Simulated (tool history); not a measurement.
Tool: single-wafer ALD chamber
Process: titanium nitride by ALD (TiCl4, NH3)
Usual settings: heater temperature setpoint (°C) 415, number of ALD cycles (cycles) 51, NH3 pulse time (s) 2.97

run,hour,heater temperature setpoint (°C),number of ALD cycles (cycles),NH3 pulse time (s),"read-back reference wafer on the same gauge, thickness_nm",mean film thickness on the monitor wafer (Å)
1,0,415,56,2.97,1.137,12.1
# hour 45.5: gauge calibrated
2,52.2,415,51,3.6,1.16,11.37
3,104.2,415,51,3.6,1.16,11.35
4,132.2,415,51,3.6,1.159,11.33
5,163.8,415,49,2.97,1.155,10.81
6,215.6,415,49,2.97,1.154,10.78
7,263.6,415,51,2.97,1.151,11.22
8,314.3,415,51,2.97,1.15,11.13
9,368.1,415,51,2.97,1.147,11.17
10,428.6,420,51,2.97,1.144,11.15
11,613.8,415,51,2.97,1.137,11.08
12,651,415,42,2.97,1.134,9.06
13,709.6,406,51,3.84,1.133,11.09
14,775.9,415,51,2.97,1.127,10.95
15,809.4,415,51,2.97,1.127,10.96
# hour 818.1: gauge calibrated
16,862.2,415,44,3.35,1.16,9.81
# hour 916.5: thermocouple changed; heater temperature recalibrated
# hour 966.3: showerhead replaced
17,1018.7,415,57,2.97,1.153,12.54
18,1076.9,401,58,3.47,1.152,12.74
19,1146.8,422,51,2.97,1.148,11.16
20,1178.6,422,47,3.76,1.148,10.36
21,1218.8,408,55,2.97,1.145,11.97
22,1282.9,429,59,2.97,1.142,12.81

Each row is a separate what-if for the run after 22, all from the same tool condition, not one after another. Results?
A,1283.4,415,51,3.33,?,?
B,1283.4,410,46,3.43,?,?
C,1283.4,408,56,3.69,?,?
D,1283.4,408,47,2.97,?,?
E,1283.4,427,51,2.97,?,?

run,"read-back reference wafer on the same gauge, thickness_nm",mean film thickness on the monitor wafer (Å)
A,1.142,11.13
B,1.142,10.04
C,1.142,12.25
D,1.142,10.22
E,1.142,11.12
Without the tool's unlogged condition, the same runs would have read:
run,mean film thickness on the monitor wafer (Å)
A,11.3
B,10.2
C,12.43
D,10.37
E,11.29
